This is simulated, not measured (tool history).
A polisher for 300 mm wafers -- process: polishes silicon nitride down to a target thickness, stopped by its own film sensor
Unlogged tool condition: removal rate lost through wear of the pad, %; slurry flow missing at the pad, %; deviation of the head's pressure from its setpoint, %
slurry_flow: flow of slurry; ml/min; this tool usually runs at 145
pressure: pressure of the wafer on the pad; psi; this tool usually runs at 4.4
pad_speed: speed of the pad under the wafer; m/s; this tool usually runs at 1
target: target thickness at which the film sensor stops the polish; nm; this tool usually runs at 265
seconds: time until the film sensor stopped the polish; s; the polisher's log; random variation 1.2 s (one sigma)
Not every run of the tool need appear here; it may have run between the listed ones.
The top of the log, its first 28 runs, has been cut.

run    hour  slurry_flow  pressure  pad_speed  target  wafers since the last listed run  wafers polished on this pad  hours since the slurry nozzle was cleaned  hours since the head pressure was calibrated  incoming thickness of the incoming film, nm  seconds
     2259.1  -- head pressure recalibrated
 29  2299.1          145       4.4          1     215                               438                         2286                                        419                                            40                                        445.4      131
 30    2391          145       3.9       1.34     265                               599                         2885                                      510.9                                         131.9                                        439.1     93.3
 31  2480.6          145       4.4       1.16     265                               584                         3469                                      600.5                                         221.5                                        443.2     94.6
 32  2547.6          145       4.4          1     265                               437                         3906                                      667.5                                         288.5                                        436.6    105.7
     2614.9  -- worn pad replaced by a new one
 33  2634.2          145       4.9          1     292                               538                          125                                      754.1                                         375.1                                          439     81.8
     2667.5  -- slurry nozzle cleaned
 34  2739.8          145       4.4          1     265                               682                          807                                       72.3                                         480.7                                        434.4     92.2
 35    2814          145       4.4          1     265                               483                         1291                                      146.5                                         554.9                                        441.8       97
 36  2872.1          145       5.3       0.76     265                               378                         1670                                      204.6                                           613                                        435.8    101.3

5 options for the next run, each taken on its own from the tool as it stands now. Forecast them:
  A  2872.6          145       3.5          1     265                                 3                         1674                                      205.1                                         613.5                                        433.6        ?
  B  2872.6          105       4.4       1.12     265                                 3                         1674                                      205.1                                         613.5                                        433.6        ?
  C  2872.6          190       5.2          1     225                                 3                         1674                                      205.1                                         613.5                                        433.6        ?
  D  2872.6          105       4.4        0.7     213                                 3                         1674                                      205.1                                         613.5                                        433.6        ?
  E  2872.6          165       4.4       0.72     307                                 3                         1674                                      205.1                                         613.5                                        433.6        ?

run  seconds
  A    118.2
  B     94.8
  C     92.6
  D    180.6
  E       89
Stripped of hidden state, with their random variation kept, the same runs would have yielded:
run  seconds
  A    110.3
  B     86.2
  C     87.8
  D    164.4
  E     83.7
